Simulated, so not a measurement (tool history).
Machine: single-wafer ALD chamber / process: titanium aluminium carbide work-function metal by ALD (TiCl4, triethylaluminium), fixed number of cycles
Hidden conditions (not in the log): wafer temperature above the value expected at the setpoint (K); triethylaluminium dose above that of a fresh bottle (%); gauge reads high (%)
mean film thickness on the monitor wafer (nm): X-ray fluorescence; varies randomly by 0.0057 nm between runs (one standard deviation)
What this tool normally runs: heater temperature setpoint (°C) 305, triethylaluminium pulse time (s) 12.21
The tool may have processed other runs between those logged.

run   hour  heater temperature setpoint (°C)  triethylaluminium pulse time (s)  wafers since the last listed run  hours since the last thermocouple change  hours since the last triethylaluminium bottle change  hours since the showerhead was replaced  hours since the gauge calibration  read-back reference wafer on the same gauge, thickness_nm  mean film thickness on the monitor wafer (nm)
  1      0                               295                             12.21                                 0                                      2137                                                1846.3                                   4403.5                              158.2                                                      2.029                                          1.984
  2   13.2                               295                             12.21                                79                                    2150.2                                                1859.5                                   4416.7                              171.4                                                      2.029                                          1.964
  3   25.4                               295                             12.21                                73                                    2162.4                                                1871.7                                   4428.9                              183.6                                                      2.031                                          1.965
  4     38                               293                             12.21                                75                                      2175                                                1884.3                                   4441.5                              196.2                                                       2.03                                          1.942
  5   49.3                               293                             12.21                                67                                    2186.3                                                1895.6                                   4452.8                              207.5                                                      2.031                                          1.948
  6   83.8                               305                             12.21                               206                                    2220.8                                                1930.1                                   4487.3                                242                                                      2.029                                          2.028
  7   95.5                               305                             12.21                                70                                    2232.5                                                1941.8                                     4499                              253.7                                                       2.03                                          2.017
  8  110.1                               305                             12.21                                87                                    2247.1                                                1956.4                                   4513.6                              268.3                                                       2.03                                          2.021
  9  119.2                               305                             12.21                                54                                    2256.2                                                1965.5                                   4522.7                              277.4                                                       2.03                                          2.015
 10  130.3                               305                             12.21                                66                                    2267.3                                                1976.6                                   4533.8                              288.5                                                       2.03                                          2.026
     137.4  -- gauge calibrated
 11  142.4                               310                             12.21                                72                                    2279.4                                                1988.7                                   4545.9                                  5                                                      2.031                                          2.042
 12  169.4                               310                             12.21                               161                                    2306.4                                                2015.7                                   4572.9                                 32                                                       2.03                                          2.041
     181.1  -- thermocouple changed; heater temperature recalibrated
 13  181.6                               296                               8.2                                25                                       0.5                                                2027.9                                   4585.1                               44.2                                                      2.029                                          1.549
     195.8  -- showerhead replaced
 14  197.9                               318                              9.54                                49                                      16.8                                                2044.2                                      2.1                               60.5                                                       2.03                                          1.855
 15  210.4                               305                              9.91                                74                                      29.3                                                2056.7                                     14.6                                 73                                                       2.03                                          1.804
 16  222.8                               305                             12.21                                74                                      41.7                                                2069.1                                       27                               85.4                                                      2.029                                          1.988
 17  232.2                               305                             12.21                                56                                      51.1                                                2078.5                                     36.4                               94.8                                                       2.03                                          1.991
 18  247.9                               305                             12.21                                94                                      66.8                                                2094.2                                     52.1                              110.5                                                      2.029                                           1.98
     262.8  -- triethylaluminium bottle replaced
 19  263.3                               292                             12.21                                44                                      82.2                                                   0.5                                     67.5                              125.9                                                       2.03                                           2.18
 20  268.3                               305                              8.69                                29                                      87.2                                                   5.5                                     72.5                              130.9                                                      2.029                                          2.156
 21  281.6                               292                             10.02                                79                                     100.5                                                  18.8                                     85.8                              144.2                                                       2.03                                          2.112
 22  313.4                               298                             13.62                               190                                     132.3                                                  50.6                                    117.6                                176                                                      2.029                                          2.242
 23  352.1                               305                              8.49                               231                                       171                                                  89.3                                    156.3                              214.7                                                       2.03                                          2.138
 24  359.9                               320                             15.96                                46                                     178.8                                                  97.1                                    164.1                              222.5                                                      2.029                                          2.443
 25  367.6                               316                              8.35                                46                                     186.5                                                 104.8                                    171.8                              230.2                                                      2.032                                          2.202

What if the next run were any one of these 4? Each begins from the tool's condition after run 25:
  A   368                               305                             12.21                                 2                                     186.9                                                 105.2                                    172.2                              230.6                                                          ?                                              ?
  B   368                               294                             14.78                                 2                                     186.9                                                 105.2                                    172.2                              230.6                                                          ?                                              ?
  C   368                               309                             14.13                                 2                                     186.9                                                 105.2                                    172.2                              230.6                                                          ?                                              ?
  D   368                               305                             16.71                                 2                                     186.9                                                 105.2                                    172.2                              230.6                                                          ?                                              ?

run  read-back reference wafer on the same gauge, thickness_nm  mean film thickness on the monitor wafer (nm)
  A                                                       2.03                                          2.271
  B                                                       2.03                                          2.204
  C                                                       2.03                                          2.329
  D                                                       2.03                                          2.307
Take away the tool's hidden state, keep each run's random variation, and the runs would have read:
run  mean film thickness on the monitor wafer (nm)
  A                                           2.28
  B                                          2.208
  C                                          2.334
  D                                          2.309
